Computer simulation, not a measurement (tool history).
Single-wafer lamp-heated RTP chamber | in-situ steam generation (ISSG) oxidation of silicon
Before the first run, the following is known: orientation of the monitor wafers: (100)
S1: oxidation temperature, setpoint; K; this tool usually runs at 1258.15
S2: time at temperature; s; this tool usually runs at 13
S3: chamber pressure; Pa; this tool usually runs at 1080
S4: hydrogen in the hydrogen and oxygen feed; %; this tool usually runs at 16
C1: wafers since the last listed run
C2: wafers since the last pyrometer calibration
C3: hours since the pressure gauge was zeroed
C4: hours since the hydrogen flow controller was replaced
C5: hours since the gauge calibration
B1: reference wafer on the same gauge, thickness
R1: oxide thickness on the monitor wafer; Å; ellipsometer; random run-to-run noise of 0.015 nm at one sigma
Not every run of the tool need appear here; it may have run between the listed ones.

run     day       S1  S2    S3  S4    C1    C2      C3      C4     C5     B1     R1
  1       0  1258.15  15  1080  16     0   315  4271.6  5225.7  550.3    3.6  39.54
  2   1.442  1258.15  13  1080  21   398   714  4306.2  5260.3  584.9  3.586  39.97
  3   2.188  1258.15  13  1080  21   206   920  4324.1  5278.2  602.8  3.586  39.95
  4   3.379  1258.15  13  1080  21   329  1250  4352.7  5306.8  631.4  3.589  40.08
  5   4.017  1258.15  13  1080  16   176  1426    4368  5322.1  646.7  3.581  37.59
  6   4.533  1258.15  13  1080  16   142  1569  4380.4  5334.5  659.1   3.59  37.64
  7   5.754  1258.15   9  1080  16   337  1907  4409.7  5363.8  688.4  3.587  32.41
  8   6.954  1258.15  13  1080  16   331  2239  4438.5  5392.6  717.2  3.592  38.07
  9    7.55  1258.15  13  1080  16   164  2404  4452.8  5406.9  731.5  3.593  38.14
      9.096  -- pressure gauge zeroed
 10   9.117  1258.15  13  1080  16   341  2745     0.5  5444.5  769.1  3.586  38.17
      9.817  -- pyrometer window cleaned and pyrometer calibrated
 11  10.396  1258.15  13  1080  16   261   160    31.2  5475.2  799.8   3.59  37.17
     10.733  -- gauge calibrated
 12  11.138  1258.15  13  1080  16   205   365      49    5493    9.7  3.593  37.28
 13  12.354  1273.15  13  1013  16   336   701    78.2  5522.2   38.9  3.591  39.44
 14  13.625  1258.15  13  1080  16   351  1053   108.7  5552.7   69.4  3.595   37.7
 15  14.229  1258.15  13  1080  18   167  1220   123.2  5567.2   83.9  3.584  38.56
 16  15.258  1258.15  13  1080  16   284  1505   147.9  5591.9  108.6   3.59  37.51
 17  15.879  1264.15  13  1080  16   171  1676   162.8  5606.8  123.5  3.585   38.5
 18  16.717  1246.15  13  1080  24   231  1908   182.9  5626.9  143.6  3.593   40.3
 19  17.604  1258.15  17   920  16   245  2153   204.2  5648.2  164.9  3.587  42.36
 20  18.162  1258.15  13   973  16   154  2308   217.6  5661.6  178.3  3.586  38.03
     19.325  -- hydrogen flow controller replaced
 21  19.346  1258.15  13  1080  16   235  2543     246     0.5  206.7  3.592  37.89
       20.6  -- pyrometer window cleaned and pyrometer calibrated
 22  20.621  1258.15  10  1080  16   260     5   276.6    31.1  237.3  3.591  33.37
 23  21.192  1258.15  13  1080  16   157   163   290.3    44.8    251  3.588  37.45
 24  21.988  1258.15  13  1080  16   220   383   309.4    63.9  270.1  3.583  37.52
 25  23.196  1258.15  13  1080  11   334   717   338.4    92.9  299.1  3.586   34.3
 26  27.125  1258.15  13  1080  16  1086  1804   432.7   187.2  393.4  3.586  38.03
 27  27.671  1249.15  13  1080  26   150  1955   445.8   200.3  406.5  3.587  41.77
 28  28.558  1258.15  13  1013  11   245  2201   467.1   221.6  427.8   3.59  34.87
 29  29.208  1268.15  11  1080  16   179  2380   482.7   237.2  443.4   3.59  36.71
 30  29.921  1267.15  13  1000  11   197  2577   499.8   254.3  460.5  3.587  36.04
 31  30.738  1258.15  13  1080  16   225  2803   519.4   273.9  480.1  3.588  38.06
     31.629  -- pyrometer window cleaned and pyrometer calibrated
 32  32.104  1250.15  11  1147  13   285   131   552.2   306.7  512.9  3.593  32.17

Measured less the same run without the tool's hidden state. The same run-to-run variation is in both; the gauge's scatter may not be:
Hidden state at play: true wafer temperature minus pyrometer reading, K; true pressure minus gauge reading, Torr; deviation of the hydrogen flow from its setpoint, %; gauge reads high (%).
run     R1
  1  +0.15
  2  +0.29
  3  +0.36
  4   +0.5
  5  +0.52
  6  +0.57
  7  +0.52
  8  +0.83
  9  +0.89
 10  +1.05
 11  +0.06
 12  +0.13
 13  +0.29
 14  +0.38
 15  +0.45
 16  +0.53
 17  +0.64
 18  +0.68
 19  +0.95
 20  +0.83
 21  +0.95
 22  +0.07
 23  +0.14
 24  +0.22
 25   +0.3
 26  +0.73
 27  +0.82
 28   +0.8
 29  +0.92
 30  +1.03
 31   +1.1
 32  +0.07

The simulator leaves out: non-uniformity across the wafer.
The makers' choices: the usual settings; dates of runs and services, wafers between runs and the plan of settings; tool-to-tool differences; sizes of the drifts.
